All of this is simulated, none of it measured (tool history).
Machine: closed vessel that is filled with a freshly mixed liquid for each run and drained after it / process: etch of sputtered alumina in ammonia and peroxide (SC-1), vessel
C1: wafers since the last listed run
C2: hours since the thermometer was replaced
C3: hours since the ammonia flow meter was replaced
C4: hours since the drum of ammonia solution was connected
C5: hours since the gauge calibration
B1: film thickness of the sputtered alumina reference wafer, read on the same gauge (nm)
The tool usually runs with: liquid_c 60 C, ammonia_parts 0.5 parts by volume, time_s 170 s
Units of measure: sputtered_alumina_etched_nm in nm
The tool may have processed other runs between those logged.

{"run": 1, "hour": 0.0, "liquid_c": 60, "ammonia_parts": 0.5, "time_s": 170, "C1": 0, "C2": 2006.9, "C3": 1530.3, "C4": 367.9, "C5": 279.5, "B1": 40.01, "sputtered_alumina_etched_nm": 8.34}
{"run": 2, "hour": 56.0, "liquid_c": 60, "ammonia_parts": 0.5, "time_s": 170, "C1": 3293, "C2": 2062.9, "C3": 1586.3, "C4": 423.9, "C5": 335.5, "B1": 39.99, "sputtered_alumina_etched_nm": 8.4}
{"run": 3, "hour": 87.5, "liquid_c": 60, "ammonia_parts": 0.5, "time_s": 170, "C1": 1852, "C2": 2094.4, "C3": 1617.8, "C4": 455.4, "C5": 367, "B1": 40.02, "sputtered_alumina_etched_nm": 8.34}
{"run": 4, "hour": 158.6, "liquid_c": 60, "ammonia_parts": 0.5, "time_s": 170, "C1": 4181, "C2": 2165.5, "C3": 1688.9, "C4": 526.5, "C5": 438.1, "B1": 40.03, "sputtered_alumina_etched_nm": 8.26}
{"run": 5, "hour": 222.0, "liquid_c": 60, "ammonia_parts": 0.5, "time_s": 170, "C1": 3728, "C2": 2228.9, "C3": 1752.3, "C4": 589.9, "C5": 501.5, "B1": 39.97, "sputtered_alumina_etched_nm": 8.32}
{"run": 6, "hour": 284.7, "liquid_c": 60, "ammonia_parts": 0.5, "time_s": 170, "C1": 3687, "C2": 2291.6, "C3": 1815, "C4": 652.6, "C5": 564.2, "B1": 40, "sputtered_alumina_etched_nm": 8.3}
{"run": 7, "hour": 320.9, "liquid_c": 60, "ammonia_parts": 0.5, "time_s": 170, "C1": 2128, "C2": 2327.8, "C3": 1851.2, "C4": 688.8, "C5": 600.4, "B1": 40, "sputtered_alumina_etched_nm": 8.28}
{"run": 8, "hour": 357.2, "liquid_c": 60, "ammonia_parts": 0.5, "time_s": 170, "C1": 2134, "C2": 2364.1, "C3": 1887.5, "C4": 725.1, "C5": 636.7, "B1": 40.02, "sputtered_alumina_etched_nm": 8.27}
{"run": 9, "hour": 407.4, "liquid_c": 60, "ammonia_parts": 0.5, "time_s": 170, "C1": 2952, "C2": 2414.3, "C3": 1937.7, "C4": 775.3, "C5": 686.9, "B1": 39.98, "sputtered_alumina_etched_nm": 8.26}
{"run": 10, "hour": 433.2, "liquid_c": 60, "ammonia_parts": 0.4, "time_s": 170, "C1": 1517, "C2": 2440.1, "C3": 1963.5, "C4": 801.1, "C5": 712.7, "B1": 39.94, "sputtered_alumina_etched_nm": 8.03}
{"hour": 435.1, "done": "new drum of ammonia solution connected"}
{"hour": 474.1, "done": "thermometer replaced"}
{"run": 11, "hour": 478.0, "liquid_c": 60, "ammonia_parts": 0.5, "time_s": 170, "C1": 2516, "C2": 3.9, "C3": 2008.3, "C4": 42.9, "C5": 757.5, "B1": 39.94, "sputtered_alumina_etched_nm": 7.72}
{"run": 12, "hour": 548.8, "liquid_c": 60, "ammonia_parts": 0.5, "time_s": 170, "C1": 4163, "C2": 74.7, "C3": 2079.1, "C4": 113.7, "C5": 828.3, "B1": 39.95, "sputtered_alumina_etched_nm": 7.69}
{"run": 13, "hour": 608.3, "liquid_c": 52, "ammonia_parts": 0.5, "time_s": 170, "C1": 3499, "C2": 134.2, "C3": 2138.6, "C4": 173.2, "C5": 887.8, "B1": 40, "sputtered_alumina_etched_nm": 4.97}
{"run": 14, "hour": 654.8, "liquid_c": 60, "ammonia_parts": 0.35, "time_s": 170, "C1": 2734, "C2": 180.7, "C3": 2185.1, "C4": 219.7, "C5": 934.3, "B1": 39.99, "sputtered_alumina_etched_nm": 7.37}
{"hour": 685.8, "done": "ammonia flow meter replaced"}
{"hour": 702.7, "done": "thermometer replaced, repeated, since the last time left the tool worse"}
{"run": 15, "hour": 704.8, "liquid_c": 60, "ammonia_parts": 0.5, "time_s": 240, "C1": 2822, "C2": 2.1, "C3": 19, "C4": 269.7, "C5": 984.3, "B1": 40.02, "sputtered_alumina_etched_nm": 12.82}
{"hour": 718.2, "done": "gauge calibrated"}
{"run": 16, "hour": 748.0, "liquid_c": 60, "ammonia_parts": 0.35, "time_s": 120, "C1": 2540, "C2": 45.3, "C3": 62.2, "C4": 312.9, "C5": 29.8, "B1": 39.99, "sputtered_alumina_etched_nm": 6.18}

Run 17 comes next. What will it give?
{"run": 17, "hour": 772.3, "liquid_c": 60, "ammonia_parts": 0.5, "time_s": 170, "C1": 1429, "C2": 69.6, "C3": 86.5, "C4": 337.2, "C5": 54.1, "B1": "?", "sputtered_alumina_etched_nm": "?"}

{"run 17": {"B1": 40.02, "sputtered_alumina_etched_nm": 9.02}}
Had the tool carried no hidden state, the very same run would have given sputtered_alumina_etched_nm 9.06 nm.

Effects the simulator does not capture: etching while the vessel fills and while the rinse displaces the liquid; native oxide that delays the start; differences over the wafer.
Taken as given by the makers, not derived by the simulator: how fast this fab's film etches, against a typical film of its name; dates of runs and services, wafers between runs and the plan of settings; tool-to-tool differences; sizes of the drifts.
